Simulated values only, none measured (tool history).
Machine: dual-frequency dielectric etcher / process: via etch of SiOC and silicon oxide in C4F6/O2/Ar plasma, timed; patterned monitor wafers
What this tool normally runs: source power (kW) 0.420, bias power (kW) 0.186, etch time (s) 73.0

run,day,source power (kW),bias power (kW),etch time (s),"read-back reference wafer on the same gauge, depth_nm",mean etch depth across the wafer (Å)
1,0.000,0.420,0.186,73.0,76.0,803
2,1.904,0.420,0.186,73.0,76.0,804
# day 6.900: wet clean of the chamber
3,6.921,0.420,0.186,73.0,76.0,803
4,8.879,0.420,0.186,73.0,76.0,805
# day 12.700: bias power generator calibrated
5,15.471,0.420,0.186,73.0,76.0,815
# day 22.367: upper electrode replaced, of another model than before
6,27.796,0.420,0.186,73.0,76.0,808
7,29.938,0.420,0.215,73.0,76.0,882
8,33.112,0.420,0.215,73.0,76.0,882
# day 37.604: wet clean of the chamber
# day 40.771: gauge calibrated
9,42.058,0.420,0.186,81.5,76.0,906
# day 45.558: source power generator calibrated
10,45.967,0.420,0.186,81.5,76.0,908
11,48.742,0.390,0.172,73.0,76.0,758
12,51.279,0.420,0.223,73.0,76.0,899
13,54.954,0.420,0.157,73.0,76.0,727
14,57.325,0.460,0.186,73.0,76.0,825
15,59.171,0.420,0.186,73.0,76.0,806
16,61.958,0.390,0.142,60.5,76.0,550
17,64.033,0.380,0.186,73.0,76.0,785
# day 65.533: wet clean of the chamber
18,74.779,0.420,0.186,73.0,76.0,805
19,76.358,0.370,0.186,63.0,76.0,674
20,83.767,0.450,0.186,73.0,76.0,814
21,85.842,0.500,0.212,73.0,76.0,900
22,89.962,0.420,0.204,85.0,76.0,981
23,93.025,0.420,0.186,62.5,75.9,686
24,95.425,0.420,0.210,73.0,76.0,847
# day 97.425: wet clean of the chamber
25,99.221,0.420,0.209,73.0,76.0,855
26,103.425,0.500,0.165,79.5,76.0,837
# day 104.521: bias power generator calibrated
27,107.871,0.470,0.150,89.5,76.0,887
28,110.183,0.420,0.158,73.0,76.0,731
29,114.654,0.420,0.186,73.0,76.0,810
30,118.404,0.370,0.186,73.0,76.0,788

Forecast each of these 3 alternatives for the next run:
A,118.421,0.420,0.144,73.0,?,?
B,118.421,0.480,0.213,73.0,?,?
C,118.421,0.380,0.186,60.5,?,?

run,"read-back reference wafer on the same gauge, depth_nm",mean etch depth across the wafer (Å)
A,76.0,683
B,76.0,905
C,76.0,653
With the hidden condition removed and each run's random variation left untouched, the same runs would have given:
run,mean etch depth across the wafer (Å)
A,686
B,910
C,657

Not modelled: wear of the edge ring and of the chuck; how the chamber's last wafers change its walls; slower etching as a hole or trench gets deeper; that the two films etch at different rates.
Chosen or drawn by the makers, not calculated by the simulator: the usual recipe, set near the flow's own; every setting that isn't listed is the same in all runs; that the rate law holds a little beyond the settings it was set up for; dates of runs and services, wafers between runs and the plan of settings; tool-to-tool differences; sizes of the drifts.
